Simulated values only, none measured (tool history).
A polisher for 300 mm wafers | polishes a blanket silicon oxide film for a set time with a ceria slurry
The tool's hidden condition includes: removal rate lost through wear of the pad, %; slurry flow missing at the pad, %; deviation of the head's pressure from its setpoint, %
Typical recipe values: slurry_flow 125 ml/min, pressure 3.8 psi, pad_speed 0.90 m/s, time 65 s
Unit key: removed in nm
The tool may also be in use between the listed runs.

run   hour  slurry_flow  pressure  pad_speed  time  wafers since the last listed run  wafers polished on this pad  hours since the slurry nozzle was cleaned  hours since the head pressure was calibrated  incoming thickness of the incoming film, nm  removed
  1    0.0          125       4.1       0.90    65                                 0                            0                                      209.9                                         890.4                                       1842.3    334.2
  2   15.3          125       4.1       0.90    65                               160                          161                                      225.2                                         905.7                                       1826.9    320.1
  3   31.7          125       4.1       0.90    65                               172                          333                                      241.6                                         922.1                                       1873.3    311.7
  4   38.5          125       3.8       1.12    51                                71                          405                                      248.4                                         928.9                                       1838.4    276.2
  5   50.8          125       3.8       1.12    51                               129                          534                                      260.7                                         941.2                                       1848.4    275.0
      92.7  -- worn pad replaced by a new one
  6  102.2          125       3.8       0.90    50                               498                          100                                      312.1                                         992.6                                       1834.9    229.8
  7  113.8          125       3.8       0.90    65                               121                          222                                      323.7                                        1004.2                                       1866.7    290.2
  8  128.2          125       3.8       0.90    65                               151                          373                                      338.1                                        1018.6                                       1868.2    281.3
  9  144.7          125       3.8       0.90    65                               173                          546                                      354.6                                        1035.1                                       1851.3    276.5
 10  162.2          125       3.8       0.66    65                               184                          731                                      372.1                                        1052.6                                       1851.9    198.7
     167.9  -- worn pad replaced by a new one
 11  176.9          125       3.8       0.66    65                               112                           94                                      386.8                                        1067.3                                       1845.6    223.8
 12  183.5          125       3.8       0.90    65                                69                          164                                      393.4                                        1073.9                                       1874.3    298.1
 13  200.9          125       3.8       0.90    65                               182                          347                                      410.8                                        1091.3                                       1846.8    282.8
     209.7  -- slurry nozzle cleaned
 14  216.3          125       3.8       0.90    65                               151                          498                                        6.6                                        1106.7                                       1828.1    276.7
 15  226.8          125       3.8       0.90    65                               110                          609                                       17.1                                        1117.2                                       1852.8    277.0
 16  237.5          125       3.8       1.10    65                               112                          721                                       27.8                                        1127.9                                       1843.9    340.6
 17  246.7          125       3.8       1.08    52                                96                          818                                       37.0                                        1137.1                                       1879.5    269.4
     260.4  -- worn pad replaced by a new one
 18  263.2          125       4.4       0.74    80                               131                           29                                       53.5                                        1153.6                                       1826.7    350.3
     266.5  -- head pressure recalibrated
 19  275.2          125       4.9       0.90    84                               105                          134                                       65.5                                           8.7                                       1841.8    481.8
 20  292.6          125       3.8       0.90    65                               182                          317                                       82.9                                          26.1                                       1824.8    282.2
 21  299.0          100       2.6       0.90    73                                67                          384                                       89.3                                          32.5                                       1839.9    211.9
 22  309.8          125       3.8       0.90    65                               113                          498                                      100.1                                          43.3                                       1860.8    271.0
 23  323.0          125       3.8       0.90    65                               138                          636                                      113.3                                          56.5                                       1846.4    277.0
     337.0  -- worn pad replaced by a new one
 24  375.3           95       3.2       1.12    56                               507                          403                                      165.6                                         108.8                                       1810.9    242.1
 25  385.1           85       3.8       0.90    49                               103                          506                                      175.4                                         118.6                                       1865.1    196.9
 26  402.9          125       4.3       1.22    65                               187                          693                                      193.2                                         136.4                                       1825.3    431.8
     421.9  -- worn pad replaced by a new one
 27  422.4          105       3.8       1.20    65                               163                            5                                      212.7                                         155.9                                       1856.0    405.6
 28  426.2          125       3.8       0.78    75                                39                           45                                      216.5                                         159.7                                       1866.6    306.8

What if the next run were any one of these 3? Each begins from the tool's condition after run 28:
  A  426.6          125       3.8       0.90    65                                 4                           49                                      216.9                                         160.1                                       1867.9        ?
  B  426.6          125       3.1       0.90    81                                 4                           49                                      216.9                                         160.1                                       1867.9        ?
  C  426.6          125       4.5       0.90    65                                 4                           49                                      216.9                                         160.1                                       1867.9        ?

run  removed
  A    306.8
  B    315.4
  C    360.4
Take away the tool's hidden state, keep each run's random variation, and the runs would have read:
run  removed
  A    313.1
  B    321.9
  C    367.8
